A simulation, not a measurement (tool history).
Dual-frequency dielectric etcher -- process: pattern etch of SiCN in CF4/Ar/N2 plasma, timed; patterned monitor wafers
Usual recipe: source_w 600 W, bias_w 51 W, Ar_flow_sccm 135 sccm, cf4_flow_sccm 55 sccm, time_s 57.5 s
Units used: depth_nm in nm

run   hour  source_w  bias_w  Ar_flow_sccm  cf4_flow_sccm  time_s  wafers since the last listed run  hours since the last wet clean  hours since the last source power generator calibration  hours since the last bias power generator calibration  hours since the last Ar flow controller change  hours since the last CF4 flow controller change  hours since the last upper electrode change  hours since the gauge calibration  read-back reference wafer on the same gauge, depth_nm  depth_nm
  1    0.0       600      51           135             55    57.5                                 0                           227.4                                                   5004.6                                                 4597.5                                          4958.1                                           3841.3                                       4586.1                              312.0                                                   52.1      55.7
  2   49.2       600      51           135             55    57.5                               517                           276.6                                                   5053.8                                                 4646.7                                          5007.3                                           3890.5                                       4635.3                              361.2                                                   52.0      55.6
  3  110.1       600      51           135             55    57.5                               640                           337.5                                                   5114.7                                                 4707.6                                          5068.2                                           3951.4                                       4696.2                              422.1                                                   52.0      55.8
  4  179.8       600      51           135             55    57.5                               733                           407.2                                                   5184.4                                                 4777.3                                          5137.9                                           4021.1                                       4765.9                              491.8                                                   52.0      56.0
     231.7  -- source power generator calibrated
     240.1  -- wet clean of the chamber
  5  240.6       600      51           135             55    57.5                               509                             0.5                                                      8.9                                                 4838.1                                          5198.7                                           4081.9                                       4826.7                              552.6                                                   51.9      54.7
     280.6  -- upper electrode replaced
  6  289.6       600      51           135             55    57.5                               262                            49.5                                                     57.9                                                 4887.1                                          5247.7                                           4130.9                                          9.0                              601.6                                                   52.0      54.9
     323.3  -- Ar flow controller replaced
  7  323.8       600      51           135             55    57.5                               296                            83.7                                                     92.1                                                 4921.3                                             0.5                                           4165.1                                         43.2                              635.8                                                   52.0      55.0
     328.1  -- bias power generator calibrated
     372.8  -- gauge calibrated
  8  372.9       600      51           135             64    73.5                               474                           132.8                                                    141.2                                                   44.8                                            49.6                                           4214.2                                         92.3                                0.1                                                   52.1      73.2
     409.5  -- CF4 flow controller replaced
  9  419.8       600      51           135             65    57.5                               430                           179.7                                                    188.1                                                   91.7                                            96.5                                             10.3                                        139.2                               47.0                                                   52.1      57.1
 10  484.0       600      38           135             55    57.5                               675                           243.9                                                    252.3                                                  155.9                                           160.7                                             74.5                                        203.4                              111.2                                                   52.1      50.7
 11  514.4       600      44           153             55    64.0                               319                           274.3                                                    282.7                                                  186.3                                           191.1                                            104.9                                        233.8                              141.6                                                   51.8      56.7
 12  540.7       480      46           163             55    64.0                               276                           300.6                                                    309.0                                                  212.6                                           217.4                                            131.2                                        260.1                              167.9                                                   52.0      47.5
 13  672.2       600      51           135             55    57.5                              1383                           432.1                                                    440.5                                                  344.1                                           348.9                                            262.7                                        391.6                              299.4                                                   52.0      56.9
 14  698.2       600      51           135             55    57.5                               273                           458.1                                                    466.5                                                  370.1                                           374.9                                            288.7                                        417.6                              325.4                                                   52.0      56.7

Here are 5 independent what-if runs from the current tool condition. What would each one return?
  A  698.6       600      51           135             55    57.5                                 4                           458.5                                                    466.9                                                  370.5                                           375.3                                            289.1                                        418.0                              325.8                                                      ?         ?
  B  698.6       600      59           135             55    69.0                                 4                           458.5                                                    466.9                                                  370.5                                           375.3                                            289.1                                        418.0                              325.8                                                      ?         ?
  C  698.6       600      61           135             55    69.5                                 4                           458.5                                                    466.9                                                  370.5                                           375.3                                            289.1                                        418.0                              325.8                                                      ?         ?
  D  698.6       690      51           135             55    57.5                                 4                           458.5                                                    466.9                                                  370.5                                           375.3                                            289.1                                        418.0                              325.8                                                      ?         ?
  E  698.6       550      51           165             60    49.5                                 4                           458.5                                                    466.9                                                  370.5                                           375.3                                            289.1                                        418.0                              325.8                                                      ?         ?

run  read-back reference wafer on the same gauge, depth_nm  depth_nm
  A                                                   52.0      56.8
  B                                                   52.0      71.8
  C                                                   52.0      73.2
  D                                                   52.0      63.7
  E                                                   52.0      43.9
Take away the tool's hidden state, keep each run's random variation, and the runs would have read:
run  depth_nm
  A      54.9
  B      69.4
  C      70.7
  D      61.6
  E      42.4
